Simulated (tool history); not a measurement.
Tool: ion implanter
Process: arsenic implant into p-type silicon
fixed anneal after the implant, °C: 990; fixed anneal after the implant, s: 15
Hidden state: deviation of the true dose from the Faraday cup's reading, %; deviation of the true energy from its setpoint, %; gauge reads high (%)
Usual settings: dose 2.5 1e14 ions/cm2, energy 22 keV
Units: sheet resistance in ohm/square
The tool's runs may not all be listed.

run	hour	dose	energy	wafers since the last listed run	hours since the last dose calibration	hours since the extraction supply was calibrated	hours since the gauge calibration	read-back reference wafer on the same gauge, sheet resistance	sheet resistance
1	0	2.5	22	0	923.4	2548.8	148.9	334.83	342.03
2	29.7	2.5	22	426	953.1	2578.5	178.6	334.79	339.67
3	51.2	2.5	22	308	974.6	2600	200.1	335.18	343.57
4	68.5	2.5	25.5	248	991.9	2617.3	217.4	334.88	334.14
5	102.5	1.99	22	487	1025.9	2651.3	251.4	334.99	409.23
6	131.9	1.99	22	421	1055.3	2680.7	280.8	334.99	406.8
7	232.2	1.99	22	1438	1155.6	2781	381.1	335.12	404.35
8	248.8	3.08	22	238	1172.2	2797.6	397.7	334.96	292.84
# hour 284.8: extraction supply calibrated
9	285.3	3.08	22	408	1208.7	0.5	434.2	334.77	292.96
10	292.4	2.5	22	101	1215.8	7.6	441.3	334.65	341.41
11	326.4	2.5	22	487	1249.8	41.6	475.3	335.03	343.01
12	355.9	2.5	22	423	1279.3	71.1	504.8	334.98	344.98
13	390.4	2.5	24.5	494	1313.8	105.6	539.3	334.92	338.52
# hour 411.1: Faraday cup replaced and dose calibrated
14	411.6	2.11	22	189	0.5	126.8	560.5	334.96	371.95
# hour 429.3: gauge calibrated
15	430.1	1.87	17	265	19	145.3	0.8	334.99	420.61
16	465.1	2.21	19	502	54	180.3	35.8	334.91	368.41
17	489.2	3.23	18.5	345	78.1	204.4	59.9	335.07	278.95
18	521.9	2.74	19.5	469	110.8	237.1	92.6	334.9	315.34
19	534.3	3.01	24	177	123.2	249.5	105	335.08	282.55
20	567.7	1.78	22	479	156.6	282.9	138.4	335.22	425.69
21	586.1	2.5	22	263	175	301.3	156.8	334.94	330.57
22	619.5	2.69	15.5	479	208.4	334.7	190.2	335.15	326.73
23	651.7	2.73	29	461	240.6	366.9	222.4	335.28	299.26
24	672.9	2.5	22	304	261.8	388.1	243.6	334.83	331.89
25	701.1	2.5	20	404	290	416.3	271.8	335.08	340.68
26	719.7	2.98	25.5	266	308.6	434.9	290.4	335.06	285.53

5 ways to go on from here, each from the tool as it stands after run 26. What would each give?
A	720.1	2.5	22	5	309	435.3	290.8	?	?
B	720.1	1.84	15.5	5	309	435.3	290.8	?	?
C	720.1	2.89	24.5	5	309	435.3	290.8	?	?
D	720.1	2.91	22	5	309	435.3	290.8	?	?
E	720.1	3.11	28.5	5	309	435.3	290.8	?	?

run	read-back reference wafer on the same gauge, sheet resistance	sheet resistance
A	334.87	334.32
B	334.87	440.76
C	334.87	295.68
D	334.87	298.6
E	334.87	274.07
Without the tool's hidden state the same runs would have given:
run	sheet resistance
A	328.76
B	433.42
C	290.75
D	293.6
E	269.51

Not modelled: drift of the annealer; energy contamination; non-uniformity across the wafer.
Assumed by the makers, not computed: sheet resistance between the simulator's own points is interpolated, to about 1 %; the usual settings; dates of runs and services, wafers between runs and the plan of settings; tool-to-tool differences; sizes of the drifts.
